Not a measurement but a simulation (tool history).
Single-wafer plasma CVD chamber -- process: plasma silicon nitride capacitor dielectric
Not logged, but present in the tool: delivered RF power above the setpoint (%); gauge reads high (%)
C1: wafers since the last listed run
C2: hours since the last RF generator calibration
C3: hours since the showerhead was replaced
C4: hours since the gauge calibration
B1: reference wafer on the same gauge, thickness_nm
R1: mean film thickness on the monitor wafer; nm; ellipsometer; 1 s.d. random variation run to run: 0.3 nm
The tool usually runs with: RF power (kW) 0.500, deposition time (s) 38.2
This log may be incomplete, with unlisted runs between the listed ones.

{"run": 1, "day": 0.0, "RF power (kW)": 0.5, "deposition time (s)": 38.2, "C1": 0, "C2": 2185.6, "C3": 6784.2, "C4": 378.3, "B1": 53.306, "R1": 61.141}
{"run": 2, "day": 0.521, "RF power (kW)": 0.5, "deposition time (s)": 38.2, "C1": 256, "C2": 2198.1, "C3": 6796.7, "C4": 390.8, "B1": 53.341, "R1": 61.616}
{"run": 3, "day": 1.233, "RF power (kW)": 0.5, "deposition time (s)": 38.2, "C1": 351, "C2": 2215.2, "C3": 6813.8, "C4": 407.9, "B1": 53.354, "R1": 61.256}
{"run": 4, "day": 5.188, "RF power (kW)": 0.5, "deposition time (s)": 38.2, "C1": 1949, "C2": 2310.1, "C3": 6908.7, "C4": 502.8, "B1": 53.618, "R1": 61.525}
{"run": 5, "day": 6.329, "RF power (kW)": 0.5, "deposition time (s)": 38.2, "C1": 562, "C2": 2337.5, "C3": 6936.1, "C4": 530.2, "B1": 53.667, "R1": 61.501}
{"run": 6, "day": 6.996, "RF power (kW)": 0.535, "deposition time (s)": 38.2, "C1": 328, "C2": 2353.5, "C3": 6952.1, "C4": 546.2, "B1": 53.738, "R1": 62.999}
{"run": 7, "day": 7.9, "RF power (kW)": 0.535, "deposition time (s)": 38.2, "C1": 445, "C2": 2375.2, "C3": 6973.8, "C4": 567.9, "B1": 53.78, "R1": 62.775}
{"run": 8, "day": 9.083, "RF power (kW)": 0.555, "deposition time (s)": 35.1, "C1": 583, "C2": 2403.6, "C3": 7002.2, "C4": 596.3, "B1": 53.885, "R1": 58.567}
{"day": 10.046, "done": "RF generator calibrated"}
{"run": 9, "day": 10.45, "RF power (kW)": 0.455, "deposition time (s)": 38.2, "C1": 509, "C2": 9.7, "C3": 7035.0, "C4": 629.1, "B1": 53.984, "R1": 60.48}
{"run": 10, "day": 11.779, "RF power (kW)": 0.455, "deposition time (s)": 38.2, "C1": 655, "C2": 41.6, "C3": 7066.9, "C4": 661.0, "B1": 54.066, "R1": 60.008}
{"run": 11, "day": 13.033, "RF power (kW)": 0.455, "deposition time (s)": 38.2, "C1": 618, "C2": 71.7, "C3": 7097.0, "C4": 691.1, "B1": 54.147, "R1": 60.588}
{"run": 12, "day": 14.279, "RF power (kW)": 0.5, "deposition time (s)": 38.2, "C1": 614, "C2": 101.6, "C3": 7126.9, "C4": 721.0, "B1": 54.269, "R1": 62.376}
{"day": 14.767, "done": "gauge calibrated"}
{"run": 13, "day": 14.967, "RF power (kW)": 0.5, "deposition time (s)": 34.0, "C1": 338, "C2": 118.1, "C3": 7143.4, "C4": 4.8, "B1": 52.884, "R1": 53.803}
{"run": 14, "day": 16.029, "RF power (kW)": 0.56, "deposition time (s)": 33.0, "C1": 523, "C2": 143.6, "C3": 7168.9, "C4": 30.3, "B1": 52.882, "R1": 54.678}
{"run": 15, "day": 17.146, "RF power (kW)": 0.555, "deposition time (s)": 35.1, "C1": 550, "C2": 170.4, "C3": 7195.7, "C4": 57.1, "B1": 52.951, "R1": 57.621}
{"run": 16, "day": 17.929, "RF power (kW)": 0.565, "deposition time (s)": 42.4, "C1": 386, "C2": 189.2, "C3": 7214.5, "C4": 75.9, "B1": 52.901, "R1": 69.969}
{"day": 19.008, "done": "showerhead replaced"}
{"run": 17, "day": 19.204, "RF power (kW)": 0.56, "deposition time (s)": 38.2, "C1": 464, "C2": 219.8, "C3": 4.7, "C4": 106.5, "B1": 52.906, "R1": 62.346}
{"run": 18, "day": 20.546, "RF power (kW)": 0.555, "deposition time (s)": 40.8, "C1": 661, "C2": 252.0, "C3": 36.9, "C4": 138.7, "B1": 52.951, "R1": 66.93}
{"run": 19, "day": 21.821, "RF power (kW)": 0.545, "deposition time (s)": 38.2, "C1": 628, "C2": 282.6, "C3": 67.5, "C4": 169.3, "B1": 52.941, "R1": 62.596}
{"run": 20, "day": 23.154, "RF power (kW)": 0.565, "deposition time (s)": 31.5, "C1": 657, "C2": 314.6, "C3": 99.5, "C4": 201.3, "B1": 53.013, "R1": 52.194}
{"run": 21, "day": 24.429, "RF power (kW)": 0.5, "deposition time (s)": 42.6, "C1": 628, "C2": 345.2, "C3": 130.1, "C4": 231.9, "B1": 53.013, "R1": 68.09}
{"run": 22, "day": 25.771, "RF power (kW)": 0.59, "deposition time (s)": 45.3, "C1": 661, "C2": 377.4, "C3": 162.3, "C4": 264.1, "B1": 53.07, "R1": 75.92}
{"run": 23, "day": 26.308, "RF power (kW)": 0.54, "deposition time (s)": 34.8, "C1": 265, "C2": 390.3, "C3": 175.2, "C4": 277.0, "B1": 53.049, "R1": 56.499}
{"run": 24, "day": 27.717, "RF power (kW)": 0.5, "deposition time (s)": 38.2, "C1": 694, "C2": 424.1, "C3": 209.0, "C4": 310.8, "B1": 53.134, "R1": 60.573}
{"run": 25, "day": 28.521, "RF power (kW)": 0.5, "deposition time (s)": 36.0, "C1": 396, "C2": 443.4, "C3": 228.3, "C4": 330.1, "B1": 53.195, "R1": 57.099}

3 options for the next run, each taken on its own from the tool as it stands now. Forecast them:
{"run": "A", "day": 28.538, "RF power (kW)": 0.5, "deposition time (s)": 38.2, "C1": 8, "C2": 443.8, "C3": 228.7, "C4": 330.5, "B1": "?", "R1": "?"}
{"run": "B", "day": 28.538, "RF power (kW)": 0.58, "deposition time (s)": 33.0, "C1": 8, "C2": 443.8, "C3": 228.7, "C4": 330.5, "B1": "?", "R1": "?"}
{"run": "C", "day": 28.538, "RF power (kW)": 0.56, "deposition time (s)": 35.7, "C1": 8, "C2": 443.8, "C3": 228.7, "C4": 330.5, "B1": "?", "R1": "?"}

run=A B1=53.161 R1=60.797
run=B B1=53.161 R1=55.038
run=C B1=53.161 R1=58.888
Stripped of hidden state, with their random variation kept, the same runs would have yielded:
run=A R1=60.501
run=B R1=54.770
run=C R1=58.601

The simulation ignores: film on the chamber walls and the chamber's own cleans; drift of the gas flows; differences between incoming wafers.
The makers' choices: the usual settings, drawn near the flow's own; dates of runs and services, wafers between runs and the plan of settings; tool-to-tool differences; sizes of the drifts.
